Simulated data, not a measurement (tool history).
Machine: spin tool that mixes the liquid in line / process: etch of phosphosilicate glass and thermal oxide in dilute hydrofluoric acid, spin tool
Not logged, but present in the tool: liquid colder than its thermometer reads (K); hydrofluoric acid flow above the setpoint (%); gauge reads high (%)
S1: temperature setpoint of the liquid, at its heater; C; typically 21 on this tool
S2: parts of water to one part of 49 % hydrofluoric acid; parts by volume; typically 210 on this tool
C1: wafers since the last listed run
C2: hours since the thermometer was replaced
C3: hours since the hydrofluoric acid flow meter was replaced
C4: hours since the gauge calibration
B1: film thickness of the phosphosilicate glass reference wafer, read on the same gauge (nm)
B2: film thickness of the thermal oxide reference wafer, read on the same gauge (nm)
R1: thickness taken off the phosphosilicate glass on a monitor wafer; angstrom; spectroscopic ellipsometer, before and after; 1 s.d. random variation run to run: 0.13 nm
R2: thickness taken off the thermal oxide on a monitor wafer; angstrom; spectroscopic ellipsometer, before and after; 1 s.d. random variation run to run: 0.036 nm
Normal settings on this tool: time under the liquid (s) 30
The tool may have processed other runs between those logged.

Run 1, hour 0: usual settings; C1 0; C2 1193.7; C3 23.9; C4 373; B1 90.04; B2 90.011. Result: R1 192.7 angstrom, R2 4.54 angstrom.
Run 2, hour 13.3: usual settings but S2 170 parts by volume; C1 214; C2 1207; C3 37.2; C4 386.3; B1 90.01; B2 90.023. Result: R1 246.9 angstrom, R2 5.51 angstrom.
Run 3, hour 22.3: usual settings but S2 170 parts by volume; C1 145; C2 1216; C3 46.2; C4 395.3; B1 90; B2 89.982. Result: R1 245.9 angstrom, R2 6.37 angstrom.
Run 4, hour 38: usual settings but S2 170 parts by volume; C1 253; C2 1231.7; C3 61.9; C4 411; B1 90; B2 90.014. Result: R1 245.3 angstrom, R2 5.1 angstrom.
Run 5, hour 53: usual settings but S1 25.5 C; C1 241; C2 1246.7; C3 76.9; C4 426; B1 89.97; B2 90.008. Result: R1 227.7 angstrom, R2 5.14 angstrom.
Run 6, hour 65.9: usual settings but S2 250 parts by volume; C1 208; C2 1259.6; C3 89.8; C4 438.9; B1 90.04; B2 89.989. Result: R1 156.5 angstrom, R2 3.95 angstrom.
Run 7, hour 72.2: usual settings but S2 140 parts by volume; C1 101; C2 1265.9; C3 96.1; C4 445.2; B1 90.03; B2 90.01. Result: R1 311.6 angstrom, R2 8.42 angstrom.
Run 8, hour 83.6: usual settings but S2 130 parts by volume; C1 183; C2 1277.3; C3 107.5; C4 456.6; B1 90; B2 90.001. Result: R1 336.1 angstrom, R2 7.78 angstrom.
Run 9, hour 96.6: usual settings but S1 25.5 C, S2 260 parts by volume, time under the liquid (s) 40; C1 209; C2 1290.3; C3 120.5; C4 469.6; B1 89.98; B2 90.003. Result: R1 232.9 angstrom, R2 5.15 angstrom.
Run 10, hour 102.9: usual settings but time under the liquid (s) 40; C1 101; C2 1296.6; C3 126.8; C4 475.9; B1 90.05; B2 90.005. Result: R1 257.7 angstrom, R2 5.65 angstrom.
Run 11, hour 113.6: usual settings; C1 172; C2 1307.3; C3 137.5; C4 486.6; B1 90; B2 90.002. Result: R1 194.4 angstrom, R2 4.09 angstrom.
Run 12, hour 129.5: usual settings; C1 256; C2 1323.2; C3 153.4; C4 502.5; B1 90.03; B2 90.006. Result: R1 190.6 angstrom, R2 4.69 angstrom.
Run 13, hour 138.6: usual settings but S1 17 C, S2 155 parts by volume; C1 146; C2 1332.3; C3 162.5; C4 511.6; B1 90; B2 89.983. Result: R1 235.2 angstrom, R2 5.14 angstrom.
Run 14, hour 147.3: usual settings; C1 140; C2 1341; C3 171.2; C4 520.3; B1 90; B2 90.022. Result: R1 192.3 angstrom, R2 4.36 angstrom.
Run 15, hour 157.1: usual settings but S1 17 C, S2 290 parts by volume, time under the liquid (s) 15; C1 158; C2 1350.8; C3 181; C4 530.1; B1 90; B2 90.017. Result: R1 55.9 angstrom, R2 1.2 angstrom.

Forecast run 16:
Run 16, hour 169.5: usual settings; C1 200; C2 1363.2; C3 193.4; C4 542.5; B1 ?; B2 ?. Result: R1 ?, R2 ?.

Run 16 produced B1 90.01, B2 90.009, R1 193.2 angstrom, R2 4.39 angstrom.
Without the tool's hidden state the same run would have given R1 206.4 angstrom, R2 4.7 angstrom.

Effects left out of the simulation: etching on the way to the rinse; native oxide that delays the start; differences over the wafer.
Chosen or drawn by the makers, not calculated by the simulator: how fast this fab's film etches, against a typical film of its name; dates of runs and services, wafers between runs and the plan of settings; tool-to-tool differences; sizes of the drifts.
